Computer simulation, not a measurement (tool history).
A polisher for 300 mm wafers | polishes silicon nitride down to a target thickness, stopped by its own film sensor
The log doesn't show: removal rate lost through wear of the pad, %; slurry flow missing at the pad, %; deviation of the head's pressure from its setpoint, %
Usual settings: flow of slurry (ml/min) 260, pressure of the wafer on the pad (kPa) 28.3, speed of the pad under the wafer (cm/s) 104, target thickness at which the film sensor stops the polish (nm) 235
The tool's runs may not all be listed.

run    hour  flow of slurry (ml/min)  pressure of the wafer on the pad (kPa)  speed of the pad under the wafer (cm/s)  target thickness at which the film sensor stops the polish (nm)  wafers since the last listed run  wafers polished on this pad  hours since the slurry nozzle was cleaned  hours since the head pressure was calibrated  incoming thickness of the incoming film, nm  time until the film sensor stopped the polish (s)
  1       0                      260                                    28.3                                      104                                                              235                                 0                         1736                                      271.1                                         927.6                                        364.9                                               46.7
  2    61.6                      260                                    28.3                                      104                                                              235                               491                         2227                                      332.7                                         989.2                                        365.3                                               48.7
       96.4  -- slurry nozzle cleaned
  3   103.3                      260                                    28.3                                      104                                                              235                               324                         2552                                        6.9                                        1030.9                                          372                                               50.2
      111.6  -- worn pad replaced by a new one
  4     161                      260                                    28.3                                      104                                                              235                               428                          393                                       64.6                                        1088.6                                        371.6                                               49.9
  5   211.6                      260                                    28.3                                      104                                                              235                               403                          797                                      115.2                                        1139.2                                        363.4                                               46.7
  6   246.2                      260                                    28.3                                      104                                                              235                               275                         1073                                      149.8                                        1173.8                                        374.7                                                 51
  7   282.9                      285                                    28.3                                      120                                                              235                               292                         1365                                      186.5                                        1210.5                                        362.8                                               41.4
  8   337.7                      285                                    28.3                                      120                                                              235                               436                         1802                                      241.3                                        1265.3                                        367.8                                               43.2
      392.9  -- slurry nozzle cleaned
  9   406.4                      285                                    28.3                                      120                                                              235                               539                         2342                                       13.5                                          1334                                        367.7                                               43.6
      439.8  -- worn pad replaced by a new one
 10   477.3                      260                                    28.3                                      104                                                              235                               533                          299                                       84.4                                        1404.9                                        369.7                                               49.2
 11   521.6                      330                                    28.3                                      104                                                              235                               353                          652                                      128.7                                        1449.2                                        366.7                                                 48
 12   576.3                      330                                    28.3                                      104                                                              235                               436                         1088                                      183.4                                        1503.9                                        378.2                                               50.2
 13   604.1                      330                                    28.3                                      104                                                              235                               221                         1310                                      211.2                                        1531.7                                          368                                               48.4
      622.3  -- head pressure recalibrated
 14   662.6                      260                                    28.3                                      104                                                              235                               450                         1760                                      269.7                                          40.3                                        374.5                                               52.4
 15   687.5                      260                                    28.3                                      104                                                              235                               198                         1959                                      294.6                                          65.2                                          372                                               49.3
      739.3  -- slurry nozzle cleaned
 16   752.3                      260                                    28.3                                      104                                                              235                               508                         2467                                         13                                           130                                        368.1                                               48.5
 17   797.1                      295                                    28.3                                      104                                                              260                               357                         2825                                       57.8                                         174.8                                        371.4                                               39.9
      809.8  -- worn pad replaced by a new one
 18   866.1                      350                                    28.3                                      118                                                              200                               518                          448                                      126.8                                         243.8                                          372                                               56.7
 19   934.1                      260                                    28.3                                      104                                                              235                               542                          991                                      194.8                                         311.8                                        370.3                                               48.7
 20   995.9                      260                                    28.3                                      104                                                              248                               492                         1483                                      256.6                                         373.6                                        367.3                                               44.3
 21  1049.9                      215                                    28.3                                      128                                                              235                               430                         1914                                      310.6                                         427.6                                        373.9                                               45.4
 22  1077.6                      300                                    28.3                                      104                                                              235                               220                         2135                                      338.3                                         455.3                                        367.7                                               47.8
 23  1110.6                      260                                    28.3                                      104                                                              281                               263                         2398                                      371.3                                         488.3                                        367.5                                               30.9
     1117.4  -- slurry nozzle cleaned
 24  1152.3                      215                                    28.3                                      128                                                              235                               324                         2722                                       34.9                                           530                                        369.1                                               42.8
     1159.5  -- worn pad replaced by a new one
 25  1208.6                      215                                    28.3                                       68                                                              254                               416                          391                                       91.2                                         586.3                                        368.5                                               53.6
 26  1243.6                      230                                    33.1                                      134                                                              235                               279                          670                                      126.2                                         621.3                                        372.6                                                 38
 27  1312.9                      260                                    28.3                                      126                                                              217                               552                         1223                                      195.5                                         690.6                                        371.8                                               48.3
 28    1367                      260                                    28.3                                      104                                                              268                               431                         1654                                      249.6                                         744.7                                        366.6                                               36.3
 29    1392                      260                                    28.3                                      104                                                              235                               199                         1853                                      274.6                                         769.7                                        366.7                                               47.9
     1401.7  -- slurry nozzle cleaned
     1455.8  -- worn pad replaced by a new one
 30  1456.3                      195                                    31.7                                      130                                                              279                               472                            3                                       54.6                                           834                                        370.7                                               27.5
 31  1529.4                      215                                    28.3                                       68                                                              254                               582                          586                                      127.7                                         907.1                                        370.6                                                 54
 32    1573                      290                                    35.2                                       76                                                              209                               347                          934                                      171.3                                         950.7                                        372.4                                               57.5
 33  1661.3                      260                                    28.3                                      104                                                              235                               703                         1637                                      259.6                                          1039                                        370.9                                               49.9

Forecast each of these 4 alternatives for the next run:
  A  1661.8                      205                                    28.3                                      104                                                              235                                 3                         1641                                      260.1                                        1039.5                                        370.1                                                  ?
  B  1661.8                      260                                    28.3                                      132                                                              235                                 3                         1641                                      260.1                                        1039.5                                        370.1                                                  ?
  C  1661.8                      220                                    36.5                                      134                                                              235                                 3                         1641                                      260.1                                        1039.5                                        370.1                                                  ?
  D  1661.8                      325                                    19.3                                      138                                                              274                                 3                         1641                                      260.1                                        1039.5                                        370.1                                                  ?

run  time until the film sensor stopped the polish (s)
  A                                               50.5
  B                                               42.7
  C                                               35.6
  D                                               37.3
Without the tool's hidden state the same runs would have given:
run  time until the film sensor stopped the polish (s)
  A                                               50.5
  B                                               42.7
  C                                               35.6
  D                                               37.3

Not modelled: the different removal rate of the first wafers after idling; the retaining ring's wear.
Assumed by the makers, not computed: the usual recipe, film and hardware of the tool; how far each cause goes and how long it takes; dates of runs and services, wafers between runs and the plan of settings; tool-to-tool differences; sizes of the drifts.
